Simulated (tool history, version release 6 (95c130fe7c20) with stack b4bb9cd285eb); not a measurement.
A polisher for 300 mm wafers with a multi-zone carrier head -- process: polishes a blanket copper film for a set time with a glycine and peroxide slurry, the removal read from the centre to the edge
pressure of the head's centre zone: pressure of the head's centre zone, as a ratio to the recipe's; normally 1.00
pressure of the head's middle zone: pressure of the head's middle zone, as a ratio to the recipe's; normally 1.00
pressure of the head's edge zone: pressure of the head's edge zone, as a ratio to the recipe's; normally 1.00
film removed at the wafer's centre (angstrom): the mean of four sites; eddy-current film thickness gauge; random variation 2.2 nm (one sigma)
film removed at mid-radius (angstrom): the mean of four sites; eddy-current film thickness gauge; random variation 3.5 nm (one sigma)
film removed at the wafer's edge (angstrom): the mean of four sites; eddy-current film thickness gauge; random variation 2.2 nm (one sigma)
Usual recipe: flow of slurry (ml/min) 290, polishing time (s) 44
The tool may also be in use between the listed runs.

run,hour,flow of slurry (ml/min),pressure of the head's centre zone,pressure of the head's middle zone,pressure of the head's edge zone,polishing time (s),wafers since the last listed run,wafers polished on this pad,hours since the slurry nozzle was cleaned,hours since the centre zone pressure was calibrated,hours since the edge zone pressure was calibrated,hours since the carrier head's membrane was replaced,"incoming thickness of the incoming film, nm",film removed at the wafer's centre (angstrom),film removed at mid-radius (angstrom),film removed at the wafer's edge (angstrom)
1,0.0,365,1.00,1.00,0.97,44,0,2600,26.4,231.4,677.1,220.3,986.9,2593,2674,2683
2,80.1,365,1.00,1.00,0.97,44,864,3465,106.5,311.5,757.2,300.4,1002.6,2536,2539,2652
# hour 163.1: worn pad replaced by a new one
3,171.8,365,1.00,1.00,0.97,44,946,93,198.2,403.2,848.9,392.1,1003.5,2401,2563,2613
# hour 187.3: centre zone pressure recalibrated
# hour 266.3: edge zone pressure recalibrated
4,274.7,290,0.95,1.00,1.00,44,1067,1161,301.1,87.4,8.4,495.0,1005.9,2422,2453,2646
5,364.7,290,0.95,1.00,1.00,44,971,2132,391.1,177.4,98.4,585.0,1002.9,2407,2418,2617
# hour 393.1: slurry nozzle cleaned
6,464.2,290,0.95,1.00,1.00,44,1063,3196,71.1,276.9,197.9,684.5,1020.4,2335,2539,2644
7,530.5,290,1.00,1.00,1.00,44,715,3911,137.4,343.2,264.2,750.8,996.2,2389,2469,2604
# hour 563.3: worn pad replaced by a new one
8,597.3,290,1.00,1.00,1.00,44,677,367,204.2,410.0,331.0,817.6,1017.0,2274,2503,2651
# hour 639.0: centre zone pressure recalibrated
9,664.3,290,1.00,1.00,1.00,44,701,1069,271.2,25.3,398.0,884.6,1008.4,2544,2433,2644
10,750.6,290,1.00,1.00,1.00,44,931,2000,357.5,111.6,484.3,970.9,1012.0,2490,2454,2616
11,798.2,315,1.00,1.00,1.06,44,513,2514,405.1,159.2,531.9,1018.5,990.5,2488,2470,2703
12,867.9,290,1.04,1.00,0.95,44,752,3267,474.8,228.9,601.6,1088.2,1001.0,2473,2441,2530
# hour 901.0: slurry nozzle cleaned
13,973.4,365,1.00,1.00,0.97,44,1128,4395,72.4,334.4,707.1,1193.7,1006.2,2440,2582,2687
# hour 981.6: worn pad replaced by a new one
# hour 1037.8: centre zone pressure recalibrated
# hour 1250.6: edge zone pressure recalibrated
14,1258.5,290,1.00,1.00,1.00,44,2991,2945,357.5,220.7,7.9,1478.8,988.2,2501,2483,2578
15,1299.5,290,1.00,1.00,0.91,44,442,3388,398.5,261.7,48.9,1519.8,1017.2,2424,2466,2501

The next listed run, before its measurement:
# hour 1376.7: worn pad replaced by a new one
16,1379.6,290,1.06,0.91,0.96,44,821,31,478.6,341.8,129.0,1599.9,994.1,?,?,?

film removed at the wafer's centre (angstrom): 2501
film removed at mid-radius (angstrom): 2204
film removed at the wafer's edge (angstrom): 2539
If the tool had no hidden condition, the same run with the same run-to-run variation would have returned film removed at the wafer's centre (angstrom) 2830, film removed at mid-radius (angstrom) 2305, film removed at the wafer's edge (angstrom) 2627.
